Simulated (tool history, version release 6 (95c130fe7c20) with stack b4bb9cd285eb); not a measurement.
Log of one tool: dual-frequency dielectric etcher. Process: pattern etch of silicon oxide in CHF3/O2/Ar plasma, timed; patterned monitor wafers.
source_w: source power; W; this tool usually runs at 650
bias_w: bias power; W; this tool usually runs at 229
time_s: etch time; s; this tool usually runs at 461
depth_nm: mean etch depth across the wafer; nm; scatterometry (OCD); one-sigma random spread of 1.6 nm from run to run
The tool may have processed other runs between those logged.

| run | day | source_w | bias_w | time_s | read-back reference wafer on the same gauge, depth_nm | depth_nm |
|---|---|---|---|---|---|---|
| 1 | 0 | 650 | 229 | 461 | 919.8 | 1015 |
| 2 | 1.079 | 540 | 229 | 461 | 920 | 908 |
|  | 3.125 | wet clean of the chamber |
| 3 | 3.146 | 540 | 229 | 461 | 919.5 | 925.3 |
| 4 | 3.162 | 540 | 229 | 461 | 920 | 928.8 |
| 5 | 3.696 | 650 | 229 | 461 | 919.8 | 1035.1 |
| 6 | 4.738 | 650 | 229 | 461 | 920 | 1035.5 |
| 7 | 6.067 | 650 | 229 | 461 | 919.7 | 1033.6 |
| 8 | 8.279 | 650 | 229 | 461 | 920.3 | 1030 |
| 9 | 9.017 | 650 | 229 | 461 | 919.6 | 1029.5 |
| 10 | 10.217 | 650 | 229 | 461 | 919.2 | 1033.4 |
| 11 | 11.542 | 610 | 198 | 461 | 919.5 | 930 |
|  | 12.275 | gauge calibrated |
| 12 | 12.758 | 610 | 198 | 461 | 919.9 | 930.9 |
| 13 | 13.446 | 650 | 229 | 461 | 919.9 | 1025.4 |
|  | 17.262 | upper electrode replaced |
| 14 | 17.283 | 650 | 229 | 461 | 919.6 | 1025.9 |
| 15 | 18.617 | 650 | 229 | 512 | 920 | 1135.7 |
| 16 | 20.029 | 520 | 173 | 526 | 920.1 | 901.2 |
| 17 | 20.654 | 760 | 229 | 596 | 920 | 1437.3 |
| 18 | 24.629 | 530 | 273 | 363 | 920.2 | 768.5 |
| 19 | 25.904 | 730 | 229 | 461 | 919.6 | 1086.8 |
|  | 26.792 | source power generator calibrated |
|  | 27.404 | bias power generator calibrated |
|  | 27.625 | wet clean of the chamber |
| 20 | 27.646 | 650 | 229 | 461 | 920.4 | 1061.6 |
| 21 | 27.85 | 580 | 229 | 461 | 920.6 | 991.6 |
| 22 | 28.554 | 650 | 229 | 461 | 920.4 | 1059.4 |
| 23 | 29.371 | 560 | 280 | 461 | 920.1 | 1059 |
| 24 | 30.288 | 540 | 229 | 376 | 919.3 | 772.4 |
| 25 | 31.604 | 590 | 271 | 338 | 920.5 | 786.9 |
| 26 | 32.712 | 650 | 202 | 461 | 920.1 | 998.8 |
| 27 | 33.692 | 760 | 229 | 596 | 920 | 1480.3 |
| 28 | 34.288 | 730 | 203 | 529.5 | 920.4 | 1221.4 |
| 29 | 35.6 | 580 | 198 | 324.5 | 919.7 | 651.8 |
| 30 | 36.888 | 520 | 229 | 553.5 | 919.8 | 1102.3 |

Each row is a separate what-if for the run after 30, all from the same tool condition, not one after another. Results?
| A | 36.908 | 650 | 229 | 461 | ? | ? |
| B | 36.908 | 650 | 285 | 378 | ? | ? |
| C | 36.908 | 650 | 280 | 461 | ? | ? |
| D | 36.908 | 780 | 211 | 461 | ? | ? |

| run | read-back reference wafer on the same gauge, depth_nm | depth_nm |
|---|---|---|
| A | 919.7 | 1048 |
| B | 919.7 | 944.2 |
| C | 919.7 | 1142.8 |
| D | 919.7 | 1117.1 |
Stripped of hidden state, with their random variation kept, the same runs would have yielded:
| run | depth_nm |
|---|---|
| A | 1059.4 |
| B | 954.4 |
| C | 1155.1 |
| D | 1129.3 |
